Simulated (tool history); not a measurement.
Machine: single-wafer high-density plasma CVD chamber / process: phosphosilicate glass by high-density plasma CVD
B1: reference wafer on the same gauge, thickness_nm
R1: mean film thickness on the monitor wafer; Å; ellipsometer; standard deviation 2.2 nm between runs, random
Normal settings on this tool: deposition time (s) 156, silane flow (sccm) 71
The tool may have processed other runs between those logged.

{"run": 1, "day": 0.0, "deposition time (s)": 156, "silane flow (sccm)": 71, "B1": 1067.584, "R1": 10736.86}
{"run": 2, "day": 1.812, "deposition time (s)": 156, "silane flow (sccm)": 71, "B1": 1068.138, "R1": 10720.55}
{"run": 3, "day": 3.088, "deposition time (s)": 156, "silane flow (sccm)": 77, "B1": 1067.02, "R1": 11600.46}
{"run": 4, "day": 5.096, "deposition time (s)": 156, "silane flow (sccm)": 77, "B1": 1067.851, "R1": 11614.45}
{"run": 5, "day": 6.983, "deposition time (s)": 156, "silane flow (sccm)": 71, "B1": 1065.918, "R1": 10742.0}
{"run": 6, "day": 9.671, "deposition time (s)": 156, "silane flow (sccm)": 71, "B1": 1067.068, "R1": 10685.78}
{"run": 7, "day": 10.696, "deposition time (s)": 175, "silane flow (sccm)": 71, "B1": 1067.143, "R1": 12009.18}
{"run": 8, "day": 13.229, "deposition time (s)": 175, "silane flow (sccm)": 71, "B1": 1066.738, "R1": 12020.46}
{"run": 9, "day": 15.742, "deposition time (s)": 156, "silane flow (sccm)": 82, "B1": 1065.082, "R1": 12387.51}
{"run": 10, "day": 18.196, "deposition time (s)": 137, "silane flow (sccm)": 63, "B1": 1064.996, "R1": 8332.41}
{"run": 11, "day": 19.917, "deposition time (s)": 156, "silane flow (sccm)": 71, "B1": 1066.119, "R1": 10707.58}
{"run": 12, "day": 20.95, "deposition time (s)": 156, "silane flow (sccm)": 71, "B1": 1065.521, "R1": 10721.4}
{"run": 13, "day": 23.883, "deposition time (s)": 156, "silane flow (sccm)": 71, "B1": 1063.971, "R1": 10707.95}
{"run": 14, "day": 26.108, "deposition time (s)": 156, "silane flow (sccm)": 71, "B1": 1065.271, "R1": 10721.74}
{"run": 15, "day": 28.096, "deposition time (s)": 156, "silane flow (sccm)": 71, "B1": 1064.383, "R1": 10686.33}
{"run": 16, "day": 29.525, "deposition time (s)": 156, "silane flow (sccm)": 71, "B1": 1064.052, "R1": 10679.19}
{"run": 17, "day": 31.938, "deposition time (s)": 163, "silane flow (sccm)": 61, "B1": 1063.666, "R1": 9585.72}
{"run": 18, "day": 33.779, "deposition time (s)": 163, "silane flow (sccm)": 61, "B1": 1062.006, "R1": 9600.81}
{"run": 19, "day": 36.692, "deposition time (s)": 156, "silane flow (sccm)": 71, "B1": 1063.454, "R1": 10701.22}
{"run": 20, "day": 38.075, "deposition time (s)": 156, "silane flow (sccm)": 76, "B1": 1061.99, "R1": 11423.78}
{"run": 21, "day": 40.279, "deposition time (s)": 156, "silane flow (sccm)": 76, "B1": 1062.34, "R1": 11409.93}
{"day": 41.508, "done": "silane flow controller replaced"}
{"run": 22, "day": 42.208, "deposition time (s)": 156, "silane flow (sccm)": 71, "B1": 1060.709, "R1": 10654.1}
{"run": 23, "day": 43.338, "deposition time (s)": 144, "silane flow (sccm)": 58, "B1": 1060.773, "R1": 8061.98}
{"run": 24, "day": 46.117, "deposition time (s)": 144, "silane flow (sccm)": 61, "B1": 1060.603, "R1": 8437.75}
{"run": 25, "day": 47.896, "deposition time (s)": 131, "silane flow (sccm)": 64, "B1": 1059.685, "R1": 8060.92}
{"run": 26, "day": 50.704, "deposition time (s)": 148, "silane flow (sccm)": 71, "B1": 1059.612, "R1": 10125.35}
{"run": 27, "day": 53.4, "deposition time (s)": 129, "silane flow (sccm)": 65, "B1": 1058.466, "R1": 8072.72}
{"day": 55.146, "done": "gauge calibrated"}
{"run": 28, "day": 56.354, "deposition time (s)": 135, "silane flow (sccm)": 65, "B1": 1070.772, "R1": 8515.45}
{"run": 29, "day": 57.479, "deposition time (s)": 156, "silane flow (sccm)": 71, "B1": 1071.716, "R1": 10767.47}
{"run": 30, "day": 59.104, "deposition time (s)": 156, "silane flow (sccm)": 76, "B1": 1070.745, "R1": 11527.83}
{"run": 31, "day": 61.625, "deposition time (s)": 175, "silane flow (sccm)": 71, "B1": 1070.278, "R1": 12088.41}
{"run": 32, "day": 64.104, "deposition time (s)": 156, "silane flow (sccm)": 71, "B1": 1070.886, "R1": 10761.89}
{"run": 33, "day": 65.875, "deposition time (s)": 156, "silane flow (sccm)": 62, "B1": 1071.831, "R1": 9367.84}
{"run": 34, "day": 67.488, "deposition time (s)": 156, "silane flow (sccm)": 71, "B1": 1071.092, "R1": 10772.51}
{"run": 35, "day": 70.088, "deposition time (s)": 156, "silane flow (sccm)": 71, "B1": 1071.103, "R1": 10755.88}
{"run": 36, "day": 71.7, "deposition time (s)": 172, "silane flow (sccm)": 71, "B1": 1070.349, "R1": 11838.45}
{"run": 37, "day": 72.992, "deposition time (s)": 169, "silane flow (sccm)": 80, "B1": 1070.808, "R1": 13104.86}
{"run": 38, "day": 74.362, "deposition time (s)": 156, "silane flow (sccm)": 67, "B1": 1069.998, "R1": 10141.75}
{"run": 39, "day": 76.154, "deposition time (s)": 156, "silane flow (sccm)": 71, "B1": 1071.649, "R1": 10778.74}
{"run": 40, "day": 77.371, "deposition time (s)": 136, "silane flow (sccm)": 80, "B1": 1070.914, "R1": 10587.26}
{"run": 41, "day": 80.367, "deposition time (s)": 129, "silane flow (sccm)": 71, "B1": 1069.227, "R1": 8872.75}
{"run": 42, "day": 82.638, "deposition time (s)": 168, "silane flow (sccm)": 61, "B1": 1070.352, "R1": 9954.97}
{"run": 43, "day": 84.775, "deposition time (s)": 156, "silane flow (sccm)": 77, "B1": 1068.586, "R1": 11672.75}
{"run": 44, "day": 86.062, "deposition time (s)": 171, "silane flow (sccm)": 75, "B1": 1069.907, "R1": 12479.44}
{"run": 45, "day": 87.221, "deposition time (s)": 126, "silane flow (sccm)": 65, "B1": 1070.8, "R1": 7957.87}
{"run": 46, "day": 88.279, "deposition time (s)": 156, "silane flow (sccm)": 71, "B1": 1069.618, "R1": 10744.69}

4 ways to go on from here, each from the tool as it stands after run 46. What would each give?
{"run": "A", "day": 88.296, "deposition time (s)": 156, "silane flow (sccm)": 71, "B1": "?", "R1": "?"}
{"run": "B", "day": 88.296, "deposition time (s)": 168, "silane flow (sccm)": 79, "B1": "?", "R1": "?"}
{"run": "C", "day": 88.296, "deposition time (s)": 156, "silane flow (sccm)": 79, "B1": "?", "R1": "?"}
{"run": "D", "day": 88.296, "deposition time (s)": 148, "silane flow (sccm)": 84, "B1": "?", "R1": "?"}

run=A B1=1068.967 R1=10741.74
run=B B1=1068.967 R1=12871.47
run=C B1=1068.967 R1=11952.08
run=D B1=1068.967 R1=12056.82
Without the tool's unlogged condition, the same runs would have read:
run=A R1=10747.34
run=B R1=12878.18
run=C R1=11958.31
run=D R1=12063.10

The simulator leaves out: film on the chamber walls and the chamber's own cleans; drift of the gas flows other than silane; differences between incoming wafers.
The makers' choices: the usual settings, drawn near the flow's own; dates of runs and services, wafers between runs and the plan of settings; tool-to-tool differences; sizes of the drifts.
